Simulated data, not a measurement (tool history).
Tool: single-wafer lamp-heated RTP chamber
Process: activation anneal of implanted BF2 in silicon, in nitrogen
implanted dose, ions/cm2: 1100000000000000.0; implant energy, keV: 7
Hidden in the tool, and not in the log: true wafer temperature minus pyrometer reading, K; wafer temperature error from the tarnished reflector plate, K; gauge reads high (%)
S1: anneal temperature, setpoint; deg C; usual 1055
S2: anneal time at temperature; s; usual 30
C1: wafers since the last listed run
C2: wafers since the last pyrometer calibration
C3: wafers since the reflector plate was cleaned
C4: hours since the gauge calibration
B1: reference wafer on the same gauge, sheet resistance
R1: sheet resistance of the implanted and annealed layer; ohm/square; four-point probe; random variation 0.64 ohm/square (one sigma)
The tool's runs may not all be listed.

{"run": 1, "hour": 0.0, "S1": 1055, "S2": 30, "C1": 0, "C2": 1108, "C3": 220, "C4": 106.8, "B1": 200.9, "R1": 164.23}
{"run": 2, "hour": 46.3, "S1": 1055, "S2": 30, "C1": 765, "C2": 1873, "C3": 986, "C4": 153.1, "B1": 200.84, "R1": 163.04}
{"run": 3, "hour": 115.8, "S1": 1055, "S2": 30, "C1": 1149, "C2": 3022, "C3": 2135, "C4": 222.6, "B1": 200.82, "R1": 162.62}
{"hour": 144.8, "done": "pyrometer window cleaned and pyrometer calibrated"}
{"run": 4, "hour": 175.7, "S1": 1055, "S2": 30, "C1": 858, "C2": 510, "C3": 2993, "C4": 282.5, "B1": 201.07, "R1": 165.65}
{"hour": 223.4, "done": "reflector plate cleaned"}
{"run": 5, "hour": 223.9, "S1": 1055, "S2": 30, "C1": 664, "C2": 1174, "C3": 7, "C4": 330.7, "B1": 201.24, "R1": 164.15}
{"run": 6, "hour": 275.2, "S1": 1055, "S2": 30, "C1": 848, "C2": 2022, "C3": 855, "C4": 382.0, "B1": 201.13, "R1": 162.58}
{"run": 7, "hour": 322.0, "S1": 1047, "S2": 30, "C1": 773, "C2": 2796, "C3": 1629, "C4": 428.8, "B1": 200.98, "R1": 172.22}
{"run": 8, "hour": 369.7, "S1": 1047, "S2": 30, "C1": 788, "C2": 3585, "C3": 2418, "C4": 476.5, "B1": 200.88, "R1": 171.05}
{"hour": 383.0, "done": "pyrometer window cleaned and pyrometer calibrated"}
{"run": 9, "hour": 416.0, "S1": 1047, "S2": 30, "C1": 633, "C2": 545, "C3": 3051, "C4": 522.8, "B1": 200.84, "R1": 163.13}
{"run": 10, "hour": 480.8, "S1": 1055, "S2": 30, "C1": 1071, "C2": 1617, "C3": 4122, "C4": 587.6, "B1": 201.12, "R1": 151.1}
{"hour": 490.6, "done": "reflector plate cleaned"}
{"hour": 503.4, "done": "gauge calibrated"}
{"hour": 528.9, "done": "pyrometer window cleaned and pyrometer calibrated, repeated, since the last time left the tool worse"}
{"run": 11, "hour": 529.4, "S1": 1045, "S2": 30, "C1": 538, "C2": 7, "C3": 508, "C4": 26.0, "B1": 200.96, "R1": 178.8}

Forecast run 12:
{"run": 12, "hour": 590.9, "S1": 1038, "S2": 14, "C1": 1016, "C2": 1024, "C3": 1525, "C4": 87.5, "B1": "?", "R1": "?"}

{"run 12": {"B1": 201.08, "R1": 205.94}}
Without the tool's hidden state the same run would have given R1 212.37 ohm/square.
